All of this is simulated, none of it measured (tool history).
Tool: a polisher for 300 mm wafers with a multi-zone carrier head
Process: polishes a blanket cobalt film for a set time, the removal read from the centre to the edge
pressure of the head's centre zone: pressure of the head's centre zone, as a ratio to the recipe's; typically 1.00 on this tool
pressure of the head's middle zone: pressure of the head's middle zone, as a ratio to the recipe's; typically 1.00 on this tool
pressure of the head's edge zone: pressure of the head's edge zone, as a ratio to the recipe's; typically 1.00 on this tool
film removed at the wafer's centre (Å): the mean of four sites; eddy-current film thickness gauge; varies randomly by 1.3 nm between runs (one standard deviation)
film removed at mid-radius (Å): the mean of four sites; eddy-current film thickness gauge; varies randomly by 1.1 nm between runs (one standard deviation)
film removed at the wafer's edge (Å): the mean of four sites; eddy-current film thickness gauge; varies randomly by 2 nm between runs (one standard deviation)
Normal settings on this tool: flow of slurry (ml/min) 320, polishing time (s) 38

run    hour  flow of slurry (ml/min)  pressure of the head's centre zone  pressure of the head's middle zone  pressure of the head's edge zone  polishing time (s)  incoming thickness of the incoming film, nm  film removed at the wafer's centre (Å)  film removed at mid-radius (Å)  film removed at the wafer's edge (Å)
  1     0.0                      320                                1.00                                1.00                              1.00                  38                                       1212.4                                    1491                            1446                                  1496
  2    60.2                      320                                1.00                                1.00                              1.00                  38                                       1209.1                                    1480                            1426                                  1495
      157.3  -- worn pad replaced by a new one
  3   157.8                      320                                1.00                                1.00                              1.00                  38                                       1218.3                                    1461                            1421                                  1481
  4   193.6                      320                                1.00                                1.00                              1.00                  38                                       1183.6                                    1453                            1414                                  1454
  5   282.6                      320                                1.00                                1.00                              1.00                  29                                       1210.6                                    1100                            1065                                  1095
  6   388.2                      320                                1.00                                1.00                              1.00                  29                                       1192.7                                    1080                            1055                                  1091
      410.6  -- worn pad replaced by a new one
      434.7  -- slurry nozzle cleaned
  7   441.9                      405                                1.00                                1.00                              1.00                  38                                       1208.2                                    1515                            1511                                  1500
      526.9  -- centre zone pressure recalibrated
      531.0  -- carrier head's membrane replaced by a new one
  8   531.5                      320                                1.00                                1.00                              1.00                  38                                       1201.3                                    1487                            1461                                  1527
  9   605.6                      320                                1.00                                1.00                              1.00                  38                                       1193.1                                    1475                            1441                                  1522
      635.3  -- worn pad replaced by a new one
 10   643.4                      320                                1.00                                1.00                              0.96                  38                                       1223.2                                    1460                            1443                                  1494
      669.8  -- edge zone pressure recalibrated
      872.6  -- slurry nozzle cleaned
 11   899.2                      320                                0.96                                1.00                              1.00                  38                                       1208.7                                    1428                            1462                                  1508
      905.6  -- worn pad replaced by a new one
 12  1053.7                      360                                1.00                                1.00                              1.00                  38                                       1214.7                                    1492                            1463                                  1494
 13  1098.9                      320                                1.00                                1.00                              1.00                  38                                       1208.4                                    1481                            1410                                  1487
     1116.6  -- worn pad replaced by a new one
 14  1149.8                      320                                0.97                                1.00                              1.00                  49                                       1197.9                                    1845                            1831                                  1869
 15  1224.2                      400                                0.97                                1.11                              1.00                  38                                       1198.9                                    1437                            1577                                  1503

Each row is a separate what-if for the run after 15, all from the same tool condition, not one after another. Results?
  A  1224.6                      320                                1.00                                1.00                              1.00                  38                                       1220.1                                       ?                               ?                                     ?
  B  1224.6                      280                                1.00                                1.00                              1.00                  38                                       1220.1                                       ?                               ?                                     ?
  C  1224.6                      320                                1.00                                1.03                              1.05                  38                                       1220.1                                       ?                               ?                                     ?
  D  1224.6                      390                                1.07                                1.04                              1.10                  38                                       1220.1                                       ?                               ?                                     ?

run  film removed at the wafer's centre (Å)  film removed at mid-radius (Å)  film removed at the wafer's edge (Å)
  A                                    1424                            1408                                  1433
  B                                    1397                            1385                                  1415
  C                                    1424                            1444                                  1467
  D                                    1562                            1487                                  1526
Had the tool no hidden state, the same runs would have come out as:
run  film removed at the wafer's centre (Å)  film removed at mid-radius (Å)  film removed at the wafer's edge (Å)
  A                                    1481                            1459                                  1471
  B                                    1461                            1441                                  1458
  C                                    1481                            1496                                  1506
  D                                    1614                            1531                                  1560
